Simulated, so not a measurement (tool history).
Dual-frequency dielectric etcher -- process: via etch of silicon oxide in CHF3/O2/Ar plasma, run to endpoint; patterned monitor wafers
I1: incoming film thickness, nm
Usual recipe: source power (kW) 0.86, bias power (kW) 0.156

Run 1, hour 0: usual settings but source power (kW) 0.78, bias power (kW) 0.166; I1 451.9. Result: endpoint time (s) 221.6.
At hour 64: wet clean of the chamber.
Run 2, hour 65.4: usual settings but source power (kW) 0.78, bias power (kW) 0.166; I1 450.6. Result: endpoint time (s) 212.
Run 3, hour 131.6: usual settings but source power (kW) 0.78, bias power (kW) 0.166; I1 453.3. Result: endpoint time (s) 213.1.
Run 4, hour 186.4: usual settings but source power (kW) 1.01, bias power (kW) 0.142; I1 455. Result: endpoint time (s) 197.1.
Run 5, hour 255.6: usual settings but source power (kW) 1.01, bias power (kW) 0.142; I1 451.8. Result: endpoint time (s) 198.3.
Run 6, hour 286.9: usual settings but source power (kW) 1.01, bias power (kW) 0.142; I1 456.7. Result: endpoint time (s) 201.
Run 7, hour 323.8: usual settings; I1 457.6. Result: endpoint time (s) 213.8.
Run 8, hour 389.4: usual settings; I1 453.6. Result: endpoint time (s) 213.4.
At hour 440.3: wet clean of the chamber.
Run 9, hour 440.8: usual settings; I1 458.4. Result: endpoint time (s) 194.7.
Run 10, hour 454.7: usual settings; I1 451.6. Result: endpoint time (s) 191.5.
At hour 502.1: upper electrode replaced.
Run 11, hour 502.6: usual settings but bias power (kW) 0.146; I1 457.2. Result: endpoint time (s) 199.8.
Run 12, hour 563: usual settings but bias power (kW) 0.146; I1 449.9. Result: endpoint time (s) 198.
At hour 657.6: wet clean of the chamber, repeated, since the last time left the tool worse.
Run 13, hour 658.1: usual settings but bias power (kW) 0.145; I1 455.8. Result: endpoint time (s) 212.1.
Run 14, hour 702.6: usual settings but bias power (kW) 0.145; I1 447.9. Result: endpoint time (s) 209.4.
Run 15, hour 759.4: usual settings; I1 453. Result: endpoint time (s) 207.
Run 16, hour 812.3: usual settings but bias power (kW) 0.131; I1 455.3. Result: endpoint time (s) 226.5.
Run 17, hour 836.5: usual settings but source power (kW) 0.94, bias power (kW) 0.188; I1 458.1. Result: endpoint time (s) 184.6.
Run 18, hour 868.3: usual settings but source power (kW) 0.94; I1 456.2. Result: endpoint time (s) 199.9.
Run 19, hour 925.7: usual settings but source power (kW) 0.67, bias power (kW) 0.176; I1 452.2. Result: endpoint time (s) 238.4.
Run 20, hour 954.9: usual settings but source power (kW) 0.78, bias power (kW) 0.166; I1 450. Result: endpoint time (s) 217.7.
Run 21, hour 1025.4: usual settings but source power (kW) 0.7, bias power (kW) 0.171; I1 450.3. Result: endpoint time (s) 233.2.
At hour 1030.7: bias power generator calibrated.
Run 22, hour 1052.3: usual settings but bias power (kW) 0.185; I1 454.8. Result: endpoint time (s) 201.2.
At hour 1104.8: source power generator calibrated.
At hour 1137.3: wet clean of the chamber.
Run 23, hour 1137.8: usual settings but source power (kW) 0.74; I1 455.8. Result: endpoint time (s) 228.4.
Run 24, hour 1153.2: usual settings but source power (kW) 0.97, bias power (kW) 0.174; I1 459.6. Result: endpoint time (s) 186.6.
Run 25, hour 1215.9: usual settings but source power (kW) 0.96, bias power (kW) 0.171; I1 451.9. Result: endpoint time (s) 187.5.

For run 26, what comes out?
Run 26, hour 1257.2: usual settings but source power (kW) 0.98, bias power (kW) 0.121; I1 455.1. Result: endpoint time (s) ?.

For run 26 the tool returned endpoint time (s) 217.1.
Take away the tool's hidden state, keep the run-to-run variation as it was, and the same run would have given endpoint time (s) 212.5.
